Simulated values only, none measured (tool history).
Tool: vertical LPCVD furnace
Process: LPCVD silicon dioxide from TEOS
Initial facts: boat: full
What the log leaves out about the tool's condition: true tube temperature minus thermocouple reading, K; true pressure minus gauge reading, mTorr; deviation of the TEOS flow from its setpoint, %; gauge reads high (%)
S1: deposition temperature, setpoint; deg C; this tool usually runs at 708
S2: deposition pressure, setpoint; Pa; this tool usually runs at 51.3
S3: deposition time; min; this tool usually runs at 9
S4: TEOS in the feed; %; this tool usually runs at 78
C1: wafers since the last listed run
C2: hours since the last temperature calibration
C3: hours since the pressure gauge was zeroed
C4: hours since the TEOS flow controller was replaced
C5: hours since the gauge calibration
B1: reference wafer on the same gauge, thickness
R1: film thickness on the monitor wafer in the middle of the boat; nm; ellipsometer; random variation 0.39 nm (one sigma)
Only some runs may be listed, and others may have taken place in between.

Run 1, hour 0: usual settings but S2 46.7 Pa; C1 0; C2 2665.8; C3 2712.6; C4 2116.7; C5 511.3; B1 85.05. Result: R1 101.83 nm.
Run 2, hour 61.8: usual settings but S2 46.7 Pa; C1 1191; C2 2727.6; C3 2774.4; C4 2178.5; C5 573.1; B1 84.91. Result: R1 101.81 nm.
Run 3, hour 103.4: usual settings; C1 801; C2 2769.2; C3 2816; C4 2220.1; C5 614.7; B1 85.05. Result: R1 106.36 nm.
Run 4, hour 168.6: usual settings; C1 1256; C2 2834.4; C3 2881.2; C4 2285.3; C5 679.9; B1 85.04. Result: R1 107.09 nm.
Run 5, hour 245.6: usual settings; C1 1484; C2 2911.4; C3 2958.2; C4 2362.3; C5 756.9; B1 84.98. Result: R1 107.65 nm.
Run 6, hour 341: usual settings; C1 1838; C2 3006.8; C3 3053.6; C4 2457.7; C5 852.3; B1 84.95. Result: R1 107.68 nm.
At hour 396.1: thermocouples replaced and temperature profile calibrated.
Run 7, hour 447: usual settings; C1 1580; C2 50.9; C3 3159.6; C4 2563.7; C5 958.3; B1 85.02. Result: R1 101.06 nm.
At hour 563.7: TEOS flow controller replaced.
Run 8, hour 564.2: usual settings but S2 42 Pa, S3 11 min; C1 1796; C2 168.1; C3 3276.8; C4 0.5; C5 1075.5; B1 84.87. Result: R1 110.75 nm.
Run 9, hour 617.5: usual settings but S2 46 Pa, S4 73 %; C1 1027; C2 221.4; C3 3330.1; C4 53.8; C5 1128.8; B1 84.85. Result: R1 91.85 nm.
At hour 672.5: pressure gauge zeroed.
At hour 689.5: gauge calibrated.
Run 10, hour 704.9: usual settings but S1 700 deg C, S2 57.3 Pa; C1 1222; C2 308.8; C3 32.4; C4 141.2; C5 15.4; B1 84.96. Result: R1 88.13 nm.
Run 11, hour 797: usual settings but S2 48 Pa, S4 73 %; C1 1775; C2 400.9; C3 124.5; C4 233.3; C5 107.5; B1 84.94. Result: R1 93.84 nm.
Run 12, hour 857.3: usual settings; C1 1162; C2 461.2; C3 184.8; C4 293.6; C5 167.8; B1 85.19. Result: R1 100.98 nm.
Run 13, hour 918: usual settings but S1 699 deg C, S2 58 Pa, S3 11.5 min, S4 83 %; C1 1170; C2 521.9; C3 245.5; C4 354.3; C5 228.5; B1 84.96. Result: R1 114.38 nm.
Run 14, hour 1096.9: usual settings but S1 699 deg C, S2 58 Pa, S3 11.5 min, S4 83 %; C1 3448; C2 700.8; C3 424.4; C4 533.2; C5 407.4; B1 85.02. Result: R1 114.49 nm.

For some of the steps in R1 from one run to the next: how much would appear even if the tool had no hidden state, given the settings, what came in and random variation, and how much remains for the hidden state plus any gauge scatter that the measured result and the result without hidden state don't share?
Run 6 -> 7: thermocouples replaced and temperature profile calibrated. R1 -6.62 nm: hidden state -7.94, all else +1.32.
Run 8 -> 9: S2 42 -> 46, S3 11 -> 9, S4 78 -> 73. R1 -18.9 nm: hidden state +0.01, all else -18.91.
